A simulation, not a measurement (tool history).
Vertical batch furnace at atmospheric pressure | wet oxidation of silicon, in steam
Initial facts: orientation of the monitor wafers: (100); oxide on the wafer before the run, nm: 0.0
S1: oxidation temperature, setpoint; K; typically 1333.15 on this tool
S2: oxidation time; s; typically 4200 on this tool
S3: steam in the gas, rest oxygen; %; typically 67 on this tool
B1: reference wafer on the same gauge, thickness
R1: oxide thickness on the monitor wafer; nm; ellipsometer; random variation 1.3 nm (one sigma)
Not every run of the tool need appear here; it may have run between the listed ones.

| run | hour | S1 | S2 | S3 | B1 | R1 |
|---|---|---|---|---|---|---|
| 1 | 0 | 1333.15 | 4200 | 67 | 503.99 | 458.18 |
| 2 | 28.3 | 1333.15 | 4200 | 67 | 504.19 | 463.62 |
| 3 | 51 | 1333.15 | 4200 | 67 | 504.11 | 459.95 |
| 4 | 74.3 | 1333.15 | 4200 | 67 | 504.07 | 459.18 |
| 5 | 140.5 | 1333.15 | 4200 | 67 | 504.27 | 462.06 |
| 6 | 156.3 | 1333.15 | 4200 | 67 | 504.21 | 460.15 |
| 7 | 188.5 | 1333.15 | 4200 | 67 | 504.1 | 461.44 |
| 8 | 215.1 | 1333.15 | 4200 | 67 | 503.89 | 458.64 |
| 9 | 235.7 | 1333.15 | 4200 | 67 | 503.97 | 462.23 |
|  | 268 | thermocouples replaced and temperature profile calibrated |
| 10 | 268.5 | 1342.15 | 3480 | 67 | 504.05 | 430.93 |
| 11 | 280.5 | 1333.15 | 4200 | 67 | 503.88 | 461.53 |
| 12 | 306.3 | 1333.15 | 4200 | 67 | 503.59 | 458.25 |
| 13 | 332.1 | 1333.15 | 4200 | 67 | 504.11 | 459.69 |
| 14 | 365.5 | 1333.15 | 4200 | 67 | 504.27 | 458.52 |
| 15 | 379 | 1333.15 | 4200 | 67 | 504.02 | 462.53 |
| 16 | 392.9 | 1333.15 | 4200 | 67 | 504.01 | 458.86 |
|  | 433.1 | steam generator serviced |
| 17 | 433.6 | 1339.15 | 4200 | 76 | 503.74 | 543.01 |
| 18 | 438.7 | 1333.15 | 5880 | 59 | 504.08 | 552.83 |
| 19 | 455.8 | 1355.15 | 4200 | 67 | 503.92 | 540.24 |
| 20 | 481 | 1333.15 | 4200 | 67 | 504.01 | 485.88 |
| 21 | 514.9 | 1333.15 | 3000 | 60 | 504.05 | 367.62 |
| 22 | 535.8 | 1345.15 | 5460 | 60 | 503.98 | 563.02 |
| 23 | 549.1 | 1316.15 | 4200 | 67 | 504 | 441.93 |
|  | 555.2 | gauge calibrated |
| 24 | 568.4 | 1333.15 | 2550 | 67 | 503.97 | 355.18 |
| 25 | 580.7 | 1333.15 | 4200 | 67 | 504.1 | 482.62 |
| 26 | 601.7 | 1346.15 | 3390 | 59 | 503.75 | 420.17 |
| 27 | 626.9 | 1333.15 | 6090 | 67 | 503.95 | 601.42 |
| 28 | 646.2 | 1333.15 | 4200 | 61 | 503.97 | 454.71 |
| 29 | 676.6 | 1311.15 | 4200 | 67 | 504.22 | 426.38 |
| 30 | 694.2 | 1333.15 | 2250 | 67 | 503.74 | 326.68 |
| 31 | 711.7 | 1356.15 | 4920 | 75 | 504.16 | 626.86 |

Branching from run 31: 5 alternative next runs. What would each branch give?
| A | 716.9 | 1333.15 | 4800 | 67 | ? | ? |
| B | 716.9 | 1311.15 | 6210 | 67 | ? | ? |
| C | 716.9 | 1333.15 | 4200 | 58 | ? | ? |
| D | 716.9 | 1333.15 | 4890 | 59 | ? | ? |
| E | 716.9 | 1314.15 | 5820 | 56 | ? | ? |

| run | B1 | R1 |
|---|---|---|
| A | 504.06 | 518.83 |
| B | 504.06 | 541.11 |
| C | 504.06 | 438.61 |
| D | 504.06 | 486.08 |
| E | 504.06 | 473.15 |
Without the tool's hidden state the same runs would have given:
| run | R1 |
|---|---|
| A | 526.14 |
| B | 548.93 |
| C | 444.94 |
| D | 493 |
| E | 480.09 |

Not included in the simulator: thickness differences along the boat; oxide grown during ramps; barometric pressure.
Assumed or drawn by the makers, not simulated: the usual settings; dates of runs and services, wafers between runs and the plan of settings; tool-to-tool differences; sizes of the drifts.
